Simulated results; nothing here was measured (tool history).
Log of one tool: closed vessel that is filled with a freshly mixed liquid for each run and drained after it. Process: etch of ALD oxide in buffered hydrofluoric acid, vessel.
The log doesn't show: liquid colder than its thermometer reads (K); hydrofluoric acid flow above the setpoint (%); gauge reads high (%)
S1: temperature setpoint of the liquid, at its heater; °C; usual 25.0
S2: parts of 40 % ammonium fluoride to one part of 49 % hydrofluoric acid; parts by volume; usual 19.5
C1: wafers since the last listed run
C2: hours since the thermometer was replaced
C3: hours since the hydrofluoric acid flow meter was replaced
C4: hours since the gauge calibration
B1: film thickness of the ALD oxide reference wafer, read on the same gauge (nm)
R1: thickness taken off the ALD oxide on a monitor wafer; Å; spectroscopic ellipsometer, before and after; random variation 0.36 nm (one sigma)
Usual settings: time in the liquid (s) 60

{"run": 1, "hour": 0.0, "S1": 25.0, "S2": 19.5, "time in the liquid (s)": 60, "C1": 0, "C2": 758.4, "C3": 131.3, "C4": 56.3, "B1": 130.01, "R1": 1068.9}
{"run": 2, "hour": 26.0, "S1": 25.0, "S2": 19.5, "time in the liquid (s)": 60, "C1": 3754, "C2": 784.4, "C3": 157.3, "C4": 82.3, "B1": 130.02, "R1": 1051.2}
{"run": 3, "hour": 63.9, "S1": 25.0, "S2": 19.5, "time in the liquid (s)": 60, "C1": 5472, "C2": 822.3, "C3": 195.2, "C4": 120.2, "B1": 129.97, "R1": 1060.5}
{"run": 4, "hour": 133.9, "S1": 25.0, "S2": 19.5, "time in the liquid (s)": 60, "C1": 10107, "C2": 892.3, "C3": 265.2, "C4": 190.2, "B1": 129.98, "R1": 1054.4}
{"run": 5, "hour": 170.0, "S1": 25.0, "S2": 19.5, "time in the liquid (s)": 60, "C1": 5212, "C2": 928.4, "C3": 301.3, "C4": 226.3, "B1": 130.02, "R1": 1059.7}
{"run": 6, "hour": 194.0, "S1": 25.0, "S2": 19.5, "time in the liquid (s)": 60, "C1": 3465, "C2": 952.4, "C3": 325.3, "C4": 250.3, "B1": 129.98, "R1": 1051.7}
{"run": 7, "hour": 240.0, "S1": 25.0, "S2": 19.5, "time in the liquid (s)": 60, "C1": 6642, "C2": 998.4, "C3": 371.3, "C4": 296.3, "B1": 129.99, "R1": 1055.6}
{"run": 8, "hour": 271.8, "S1": 25.0, "S2": 19.5, "time in the liquid (s)": 60, "C1": 4591, "C2": 1030.2, "C3": 403.1, "C4": 328.1, "B1": 130.01, "R1": 1058.6}
{"run": 9, "hour": 337.1, "S1": 28.0, "S2": 19.5, "time in the liquid (s)": 35, "C1": 9428, "C2": 1095.5, "C3": 468.4, "C4": 393.4, "B1": 130.04, "R1": 724.3}
{"hour": 389.3, "done": "hydrofluoric acid flow meter replaced"}
{"run": 10, "hour": 389.8, "S1": 28.0, "S2": 19.5, "time in the liquid (s)": 35, "C1": 7465, "C2": 1148.2, "C3": 0.5, "C4": 446.1, "B1": 130.0, "R1": 720.3}
{"run": 11, "hour": 458.0, "S1": 28.0, "S2": 19.5, "time in the liquid (s)": 35, "C1": 9847, "C2": 1216.4, "C3": 68.7, "C4": 514.3, "B1": 129.99, "R1": 722.0}
{"run": 12, "hour": 506.0, "S1": 25.0, "S2": 19.5, "time in the liquid (s)": 35, "C1": 6930, "C2": 1264.4, "C3": 116.7, "C4": 562.3, "B1": 129.97, "R1": 614.9}
{"run": 13, "hour": 531.2, "S1": 25.0, "S2": 19.5, "time in the liquid (s)": 35, "C1": 3638, "C2": 1289.6, "C3": 141.9, "C4": 587.5, "B1": 129.98, "R1": 614.6}
{"hour": 568.0, "done": "thermometer replaced"}
{"run": 14, "hour": 651.1, "S1": 25.0, "S2": 16.0, "time in the liquid (s)": 60, "C1": 17168, "C2": 83.1, "C3": 261.8, "C4": 707.4, "B1": 129.98, "R1": 1295.8}
{"run": 15, "hour": 761.6, "S1": 21.0, "S2": 22.0, "time in the liquid (s)": 30, "C1": 15955, "C2": 193.6, "C3": 372.3, "C4": 817.9, "B1": 129.99, "R1": 393.2}
{"run": 16, "hour": 823.0, "S1": 25.0, "S2": 19.5, "time in the liquid (s)": 60, "C1": 8865, "C2": 255.0, "C3": 433.7, "C4": 879.3, "B1": 130.03, "R1": 1060.4}
{"run": 17, "hour": 877.8, "S1": 28.5, "S2": 19.5, "time in the liquid (s)": 30, "C1": 7912, "C2": 309.8, "C3": 488.5, "C4": 934.1, "B1": 130.03, "R1": 641.9}

Run 18 comes next. What will it give?
{"run": 18, "hour": 931.9, "S1": 25.0, "S2": 19.5, "time in the liquid (s)": 60, "C1": 7811, "C2": 363.9, "C3": 542.6, "C4": 988.2, "B1": "?", "R1": "?"}

B1: 130.02
R1: 1065.0 Å
Without the tool's hidden state the same run would have given R1 1072.0 Å.
